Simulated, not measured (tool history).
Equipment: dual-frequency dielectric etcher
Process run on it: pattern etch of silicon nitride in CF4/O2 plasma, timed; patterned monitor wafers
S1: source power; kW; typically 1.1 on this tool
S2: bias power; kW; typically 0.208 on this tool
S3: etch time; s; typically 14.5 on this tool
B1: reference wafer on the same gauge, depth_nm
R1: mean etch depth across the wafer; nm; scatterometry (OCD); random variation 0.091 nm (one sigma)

run 1 hour=0 | S1=1.1 S2=0.208 S3=14.5 | B1=49.1 | R1=59.8
run 2 hour=30.4 | S1=1.1 S2=0.208 S3=14.5 | B1=49.1 | R1=59.6
run 3 hour=61 | S1=1.1 S2=0.168 S3=14.5 | B1=49.1 | R1=57.3
run 4 hour=81.1 | S1=1.1 S2=0.168 S3=14.5 | B1=49.1 | R1=57.2
run 5 hour=93.8 | S1=1.1 S2=0.168 S3=14.5 | B1=49.1 | R1=57.2
run 6 hour=108.2 | S1=1.1 S2=0.173 S3=12 | B1=49.1 | R1=47.5
-- hour=124.3 bias power generator calibrated
-- hour=136.9 wet clean of the chamber
run 7 hour=137.4 | S1=1.1 S2=0.173 S3=12 | B1=49.1 | R1=48.4
run 8 hour=164.7 | S1=0.89 S2=0.208 S3=11.5 | B1=49.1 | R1=40.6
run 9 hour=181.8 | S1=0.89 S2=0.208 S3=11.5 | B1=49.1 | R1=40.5
run 10 hour=200.6 | S1=0.91 S2=0.176 S3=17 | B1=49.1 | R1=59.1
-- hour=202.1 gauge calibrated
-- hour=231.3 upper electrode replaced
run 11 hour=231.8 | S1=1.1 S2=0.208 S3=12.5 | B1=49.1 | R1=51.8
run 12 hour=247.5 | S1=1.1 S2=0.208 S3=14.5 | B1=49.1 | R1=60.2
run 13 hour=267.3 | S1=1.24 S2=0.208 S3=18.5 | B1=49.1 | R1=84.7
run 14 hour=292.1 | S1=1.17 S2=0.208 S3=14.5 | B1=49.1 | R1=63.1
run 15 hour=306.4 | S1=1.1 S2=0.208 S3=14.5 | B1=49.1 | R1=60.1
-- hour=310.7 source power generator calibrated
run 16 hour=331.5 | S1=1.24 S2=0.179 S3=10.5 | B1=49.1 | R1=46.5
run 17 hour=365.6 | S1=0.95 S2=0.208 S3=11.5 | B1=49.1 | R1=42.4
run 18 hour=394.8 | S1=0.84 S2=0.236 S3=17.5 | B1=49.1 | R1=60.2
run 19 hour=413.7 | S1=1.38 S2=0.208 S3=12.5 | B1=49.1 | R1=61.9

Each row is a separate what-if for the run after 19, all from the same tool condition, not one after another. Results?
run A hour=414.1 | S1=1.1 S2=0.225 S3=14.5 | B1=? | R1=?
run B hour=414.1 | S1=0.92 S2=0.208 S3=14.5 | B1=? | R1=?
run C hour=414.1 | S1=1.38 S2=0.208 S3=14.5 | B1=? | R1=?

run=A B1=49.1 R1=60.7
run=B B1=49.1 R1=51.9
run=C B1=49.1 R1=71.7
The same runs, with their run-to-run variation unchanged, on a tool lacking any hidden condition would have given:
run=A R1=61.3
run=B R1=52.4
run=C R1=72.4

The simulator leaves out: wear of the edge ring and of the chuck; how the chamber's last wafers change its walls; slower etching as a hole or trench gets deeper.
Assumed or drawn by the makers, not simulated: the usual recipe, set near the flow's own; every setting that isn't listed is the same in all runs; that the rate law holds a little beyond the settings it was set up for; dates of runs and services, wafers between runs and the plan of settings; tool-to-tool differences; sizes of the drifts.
